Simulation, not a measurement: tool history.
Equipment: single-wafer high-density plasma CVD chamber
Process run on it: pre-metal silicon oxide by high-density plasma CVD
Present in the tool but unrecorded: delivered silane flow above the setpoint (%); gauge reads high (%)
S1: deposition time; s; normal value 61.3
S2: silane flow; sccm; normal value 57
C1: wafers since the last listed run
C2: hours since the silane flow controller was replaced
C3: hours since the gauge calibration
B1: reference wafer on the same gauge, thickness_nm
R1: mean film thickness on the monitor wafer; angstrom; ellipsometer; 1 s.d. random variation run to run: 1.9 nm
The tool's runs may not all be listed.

{"run": 1, "day": 0.0, "S1": 65.1, "S2": 57, "C1": 0, "C2": 1774, "C3": 672.5, "B1": 381.327, "R1": 4234.3}
{"run": 2, "day": 3.242, "S1": 61.3, "S2": 57, "C1": 1884, "C2": 1851.8, "C3": 750.3, "B1": 381.047, "R1": 4050.48}
{"run": 3, "day": 6.538, "S1": 61.3, "S2": 57, "C1": 1915, "C2": 1930.9, "C3": 829.4, "B1": 381.006, "R1": 4051.4}
{"run": 4, "day": 8.271, "S1": 61.3, "S2": 57, "C1": 1007, "C2": 1972.5, "C3": 871, "B1": 380.461, "R1": 4059.63}
{"run": 5, "day": 10.575, "S1": 61.3, "S2": 57, "C1": 1339, "C2": 2027.8, "C3": 926.3, "B1": 380.929, "R1": 4059.62}
{"run": 6, "day": 14.329, "S1": 61.3, "S2": 57, "C1": 2182, "C2": 2117.9, "C3": 1016.4, "B1": 380.942, "R1": 4040.34}
{"run": 7, "day": 18.817, "S1": 65, "S2": 52, "C1": 2608, "C2": 2225.6, "C3": 1124.1, "B1": 381, "R1": 4066.29}
{"run": 8, "day": 20.488, "S1": 65, "S2": 52, "C1": 971, "C2": 2265.7, "C3": 1164.2, "B1": 380.907, "R1": 4034.41}
{"run": 9, "day": 22.25, "S1": 65, "S2": 52, "C1": 1024, "C2": 2308, "C3": 1206.5, "B1": 381.441, "R1": 4060.86}
{"run": 10, "day": 26.538, "S1": 61.3, "S2": 57, "C1": 2492, "C2": 2410.9, "C3": 1309.4, "B1": 381.199, "R1": 4034.01}
{"run": 11, "day": 30.225, "S1": 61.3, "S2": 57, "C1": 2143, "C2": 2499.4, "C3": 1397.9, "B1": 381.167, "R1": 4057.49}
{"run": 12, "day": 33.029, "S1": 61.3, "S2": 57, "C1": 1629, "C2": 2566.7, "C3": 1465.2, "B1": 381.025, "R1": 4052.52}
{"run": 13, "day": 36.15, "S1": 61.3, "S2": 57, "C1": 1814, "C2": 2641.6, "C3": 1540.1, "B1": 380.871, "R1": 4040.11}
{"day": 40.004, "done": "gauge calibrated"}
{"run": 14, "day": 40.433, "S1": 61.3, "S2": 57, "C1": 2489, "C2": 2744.4, "C3": 10.3, "B1": 381.229, "R1": 4041.61}
{"run": 15, "day": 43.971, "S1": 61.3, "S2": 57, "C1": 2056, "C2": 2829.3, "C3": 95.2, "B1": 381.438, "R1": 4059.86}

Run 16 is up next; what results do you expect?
{"run": 16, "day": 45.683, "S1": 61.3, "S2": 57, "C1": 995, "C2": 2870.4, "C3": 136.3, "B1": "?", "R1": "?"}

{"run 16": {"B1": 381.004, "R1": 4014.02}}
With the hidden condition absent and the run-to-run variation left alone, this run would have shown R1 3887.86 angstrom.
